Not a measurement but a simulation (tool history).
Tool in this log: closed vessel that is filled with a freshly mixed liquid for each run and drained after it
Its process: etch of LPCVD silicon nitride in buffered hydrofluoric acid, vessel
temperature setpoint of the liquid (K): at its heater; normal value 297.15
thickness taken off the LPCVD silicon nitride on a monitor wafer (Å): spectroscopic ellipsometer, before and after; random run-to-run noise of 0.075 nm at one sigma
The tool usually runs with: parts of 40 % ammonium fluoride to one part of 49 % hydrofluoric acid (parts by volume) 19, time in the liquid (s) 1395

run	hour	temperature setpoint of the liquid (K)	parts of 40 % ammonium fluoride to one part of 49 % hydrofluoric acid (parts by volume)	time in the liquid (s)	read-back film thickness of the LPCVD silicon nitride reference wafer, read on the same gauge (nm)	thickness taken off the LPCVD silicon nitride on a monitor wafer (Å)
1	0	297.15	15.5	1395	49.98	152.5
2	10	297.15	13.5	1395	49.96	171.7
3	25.7	297.15	13.5	1395	49.97	173.8
4	35.7	297.15	13.5	1395	50.01	175.3
5	47.7	298.15	19	1395	50.02	132.6
# hour 56.7: gauge calibrated
6	57.9	295.15	19	1395	50.03	111.1
7	68.8	295.15	19	1395	49.98	111.4
8	77.8	299.65	19	760	50.01	77.4
9	89.7	297.15	19	1395	49.97	124.1
10	106.4	297.15	19	1395	50.05	125
11	120.3	297.15	19	1395	50	124.8
# hour 125.7: thermometer replaced
12	133.3	297.15	19	1395	50.01	115.8
13	143.3	297.15	19	1395	49.94	116.1
14	154.9	297.15	19	1955	49.99	161.7
15	170.1	292.65	19	1680	49.99	108.1
16	187.8	297.15	19	1395	50	115.3
17	196.3	292.65	21	1745	49.95	102.8
18	209.8	297.15	19	955	49.96	78.7
# hour 218.3: hydrofluoric acid flow meter replaced
19	225.6	294.65	24	775	49.98	47.1
20	241.3	293.15	16	800	50.04	63.6
21	248.9	301.15	15	1395	49.97	182.6
22	258.5	295.65	23	2005	50.03	134.3
23	269.3	297.15	14.5	1930	50.03	210.8
24	277.7	297.15	19	1960	49.94	166
25	287.7	301.15	13	1065	49.96	159.7
26	297.5	297.15	24	805	49.98	56.5
27	304.2	301.15	19	1070	50	110.3
28	334.7	297.15	19	1395	50.03	115.3
29	347.6	297.15	19	1395	50	116.8
30	356.2	297.15	26	1780	49.99	118.5

Run 31, settings as shown, results not yet in. Your forecast:
# hour 356.5: gauge calibrated
31	365.7	292.65	19	1915	?	?

{"run 31": {"read-back film thickness of the LPCVD silicon nitride reference wafer, read on the same gauge (nm)": 50.03, "thickness taken off the LPCVD silicon nitride on a monitor wafer (Å)": 126.4}}
Minus the tool's unlogged condition, the same run would have read thickness taken off the LPCVD silicon nitride on a monitor wafer (Å) 123.5.
